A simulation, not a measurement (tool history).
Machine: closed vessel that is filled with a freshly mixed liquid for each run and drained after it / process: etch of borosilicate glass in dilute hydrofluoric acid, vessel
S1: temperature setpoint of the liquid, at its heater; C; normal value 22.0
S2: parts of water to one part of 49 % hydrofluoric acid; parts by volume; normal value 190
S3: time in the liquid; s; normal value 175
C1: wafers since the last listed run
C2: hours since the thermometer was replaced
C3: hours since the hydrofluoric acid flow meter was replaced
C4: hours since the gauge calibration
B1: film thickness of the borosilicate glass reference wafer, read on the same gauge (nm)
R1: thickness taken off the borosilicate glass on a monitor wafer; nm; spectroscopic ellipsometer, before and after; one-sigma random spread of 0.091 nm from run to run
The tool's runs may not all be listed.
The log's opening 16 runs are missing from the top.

Run 17, hour 383.7: usual settings but S1 25.5 C, S2 235 parts by volume, S3 125 s; C1 1116; C2 112.7; C3 152.3; C4 338.1; B1 90.00. Result: R1 17.07 nm.
Run 18, hour 404.3: usual settings but S2 265 parts by volume; C1 1782; C2 133.3; C3 172.9; C4 358.7; B1 90.01. Result: R1 18.28 nm.
Run 19, hour 435.3: usual settings but S1 20.0 C, S3 125 s; C1 2682; C2 164.3; C3 203.9; C4 389.7; B1 90.00. Result: R1 18.20 nm.
Run 20, hour 451.1: usual settings; C1 1367; C2 180.1; C3 219.7; C4 405.5; B1 89.99. Result: R1 27.70 nm.
Run 21, hour 472.6: usual settings but S1 23.0 C, S2 235 parts by volume; C1 1860; C2 201.6; C3 241.2; C4 427.0; B1 89.93. Result: R1 22.15 nm.
Run 22, hour 506.5: usual settings; C1 2932; C2 235.5; C3 275.1; C4 460.9; B1 90.00. Result: R1 27.66 nm.
Run 23, hour 537.1: usual settings but S2 110 parts by volume; C1 2647; C2 266.1; C3 305.7; C4 491.5; B1 89.96. Result: R1 52.50 nm.
Run 24, hour 560.1: usual settings but S1 25.5 C, S2 140 parts by volume; C1 1989; C2 289.1; C3 328.7; C4 514.5; B1 89.94. Result: R1 45.59 nm.
Run 25, hour 575.7: usual settings; C1 1349; C2 304.7; C3 344.3; C4 530.1; B1 90.01. Result: R1 28.00 nm.
Run 26, hour 601.3: usual settings; C1 2214; C2 330.3; C3 369.9; C4 555.7; B1 89.97. Result: R1 27.76 nm.
Run 27, hour 633.9: usual settings; C1 2820; C2 362.9; C3 402.5; C4 588.3; B1 90.03. Result: R1 28.09 nm.
Run 28, hour 662.6: usual settings; C1 2483; C2 391.6; C3 431.2; C4 617.0; B1 90.00. Result: R1 28.31 nm.
Run 29, hour 694.1: usual settings but S1 20.0 C, S2 115 parts by volume; C1 2725; C2 423.1; C3 462.7; C4 648.5; B1 90.02. Result: R1 46.85 nm.
Run 30, hour 706.6: usual settings but S2 245 parts by volume; C1 1081; C2 435.6; C3 475.2; C4 661.0; B1 89.98. Result: R1 20.78 nm.
Run 31, hour 729.7: usual settings; C1 1998; C2 458.7; C3 498.3; C4 684.1; B1 90.03. Result: R1 28.40 nm.
Run 32, hour 744.9: usual settings but S2 270 parts by volume; C1 1315; C2 473.9; C3 513.5; C4 699.3; B1 90.01. Result: R1 18.56 nm.

What if the next run were any one of these 5? Each begins from the tool's condition after run 32:
Run A, hour 745.6: usual settings but S3 210 s; C1 60; C2 474.6; C3 514.2; C4 700.0; B1 ?. Result: R1 ?.
Run B, hour 745.6: usual settings but S1 26.0 C, S2 125 parts by volume; C1 60; C2 474.6; C3 514.2; C4 700.0; B1 ?. Result: R1 ?.
Run C, hour 745.6: usual settings but S1 20.5 C, S2 130 parts by volume, S3 235 s; C1 60; C2 474.6; C3 514.2; C4 700.0; B1 ?. Result: R1 ?.
Run D, hour 745.6: usual settings but S1 27.0 C, S2 265 parts by volume, S3 75 s; C1 60; C2 474.6; C3 514.2; C4 700.0; B1 ?. Result: R1 ?.
Run E, hour 745.6: usual settings but S3 255 s; C1 60; C2 474.6; C3 514.2; C4 700.0; B1 ?. Result: R1 ?.

run     B1     R1
  A  89.97  33.93
  B  89.97  53.82
  C  89.97  55.76
  D  89.97   9.61
  E  89.97  41.20
The same runs, with their run-to-run variation unchanged, on a tool lacking any hidden condition would have given:
run     R1
  A  32.11
  B  50.98
  C  52.78
  D   9.10
  E  38.99
